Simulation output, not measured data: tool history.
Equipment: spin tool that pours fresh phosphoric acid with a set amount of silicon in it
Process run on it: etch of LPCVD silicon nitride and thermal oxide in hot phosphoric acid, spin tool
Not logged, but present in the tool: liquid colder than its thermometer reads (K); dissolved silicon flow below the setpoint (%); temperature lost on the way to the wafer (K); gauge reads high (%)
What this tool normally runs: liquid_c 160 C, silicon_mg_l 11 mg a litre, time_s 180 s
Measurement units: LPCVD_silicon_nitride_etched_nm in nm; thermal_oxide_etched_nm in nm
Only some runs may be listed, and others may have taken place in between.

| run | hour | liquid_c | silicon_mg_l | time_s | wafers since the last listed run | hours since the thermometer was replaced | hours since the dissolved silicon flow meter was replaced | hours since the heated supply line was repaired | hours since the gauge calibration | read-back film thickness of the LPCVD silicon nitride reference wafer, read on the same gauge (nm) | read-back film thickness of the thermal oxide reference wafer, read on the same gauge (nm) | LPCVD_silicon_nitride_etched_nm | thermal_oxide_etched_nm |
|---|---|---|---|---|---|---|---|---|---|---|---|---|---|
| 1 | 0 | 160 | 17 | 150 | 0 | 1486.6 | 1314.5 | 785.2 | 1064.6 | 49.99 | 130.026 | 11.8 | 0.277 |
| 2 | 29.7 | 160 | 17 | 150 | 144 | 1516.3 | 1344.2 | 814.9 | 1094.3 | 50 | 130 | 11.99 | 0.307 |
| 3 | 61.6 | 159 | 11 | 210 | 155 | 1548.2 | 1376.1 | 846.8 | 1126.2 | 50.01 | 130.034 | 16.36 | 0.454 |
|  | 86.3 | gauge calibrated |
| 4 | 87.7 | 160 | 11 | 180 | 127 | 1574.3 | 1402.2 | 872.9 | 1.4 | 50.01 | 129.972 | 14.29 | 0.417 |
| 5 | 111.6 | 161.5 | 11 | 275 | 116 | 1598.2 | 1426.1 | 896.8 | 25.3 | 50.01 | 130.014 | 22.87 | 0.626 |
| 6 | 132.7 | 160 | 11 | 180 | 102 | 1619.3 | 1447.2 | 917.9 | 46.4 | 49.98 | 130.004 | 14.15 | 0.4 |
| 7 | 168.6 | 160 | 11 | 180 | 174 | 1655.2 | 1483.1 | 953.8 | 82.3 | 49.99 | 130.018 | 14.31 | 0.397 |
| 8 | 196.5 | 160 | 15 | 80 | 135 | 1683.1 | 1511 | 981.7 | 110.2 | 50.01 | 130.018 | 6.31 | 0.152 |
| 9 | 230.8 | 158.5 | 14 | 180 | 167 | 1717.4 | 1545.3 | 1016 | 144.5 | 49.99 | 129.99 | 13.58 | 0.3 |
|  | 255.2 | dissolved silicon flow meter replaced |
| 10 | 260.7 | 161.5 | 11 | 180 | 140 | 1747.3 | 5.5 | 1045.9 | 174.4 | 50 | 130.015 | 15.05 | 0.401 |
|  | 268.2 | heated supply line repaired |
| 11 | 290.8 | 161.5 | 5.5 | 180 | 141 | 1777.4 | 35.6 | 22.6 | 204.5 | 50.01 | 129.969 | 14.79 | 0.464 |
| 12 | 310.7 | 157 | 11 | 180 | 96 | 1797.3 | 55.5 | 42.5 | 224.4 | 50 | 129.986 | 12.58 | 0.281 |
| 13 | 338.1 | 160 | 16 | 180 | 133 | 1824.7 | 82.9 | 69.9 | 251.8 | 50 | 129.974 | 13.78 | 0.342 |
|  | 369.5 | thermometer replaced |
| 14 | 372.2 | 162 | 11 | 125 | 161 | 2.7 | 117 | 104 | 285.9 | 50 | 129.977 | 10.28 | 0.339 |
| 15 | 402.3 | 157.5 | 8 | 245 | 146 | 32.8 | 147.1 | 134.1 | 316 | 50.02 | 129.96 | 17.28 | 0.453 |
| 16 | 436.1 | 163 | 3.5 | 180 | 164 | 66.6 | 180.9 | 167.9 | 349.8 | 50.01 | 129.98 | 15.36 | 0.493 |
| 17 | 449.6 | 161 | 2.5 | 180 | 65 | 80.1 | 194.4 | 181.4 | 363.3 | 50 | 130.014 | 14.3 | 0.49 |
| 18 | 480.9 | 158 | 13.5 | 250 | 152 | 111.4 | 225.7 | 212.7 | 394.6 | 49.98 | 129.993 | 17.91 | 0.389 |
|  | 536.6 | heated supply line repaired, repeated, since the last time left the tool worse |
| 19 | 550.5 | 158 | 13.5 | 275 | 334 | 181 | 295.3 | 13.9 | 464.2 | 50 | 129.982 | 21.25 | 0.519 |
| 20 | 577.7 | 160 | 2.5 | 180 | 132 | 208.2 | 322.5 | 41.1 | 491.4 | 49.98 | 130.002 | 14.68 | 0.502 |
| 21 | 651.4 | 160 | 5 | 180 | 359 | 281.9 | 396.2 | 114.8 | 565.1 | 49.98 | 130.014 | 14.56 | 0.458 |
| 22 | 668.8 | 157.5 | 3 | 180 | 84 | 299.3 | 413.6 | 132.2 | 582.5 | 50.01 | 130.01 | 13.53 | 0.435 |
| 23 | 704.6 | 160 | 11 | 180 | 174 | 335.1 | 449.4 | 168 | 618.3 | 50 | 129.992 | 14.79 | 0.437 |

The same runs without the tool's hidden state, with the same run-to-run variation:
| run | LPCVD_silicon_nitride_etched_nm | thermal_oxide_etched_nm |
|---|---|---|
| 1 | 12.18 | 0.297 |
| 2 | 12.39 | 0.33 |
| 3 | 16.92 | 0.489 |
| 4 | 14.78 | 0.45 |
| 5 | 23.67 | 0.675 |
| 6 | 14.66 | 0.432 |
| 7 | 14.84 | 0.43 |
| 8 | 6.55 | 0.165 |
| 9 | 14.11 | 0.327 |
| 10 | 15.65 | 0.436 |
| 11 | 15.71 | 0.531 |
| 12 | 13.39 | 0.322 |
| 13 | 14.67 | 0.392 |
| 14 | 10.95 | 0.39 |
| 15 | 18.44 | 0.523 |
| 16 | 16.38 | 0.569 |
| 17 | 15.27 | 0.566 |
| 18 | 19.16 | 0.451 |
| 19 | 21.27 | 0.52 |
| 20 | 14.7 | 0.504 |
| 21 | 14.61 | 0.462 |
| 22 | 13.59 | 0.439 |
| 23 | 14.86 | 0.441 |
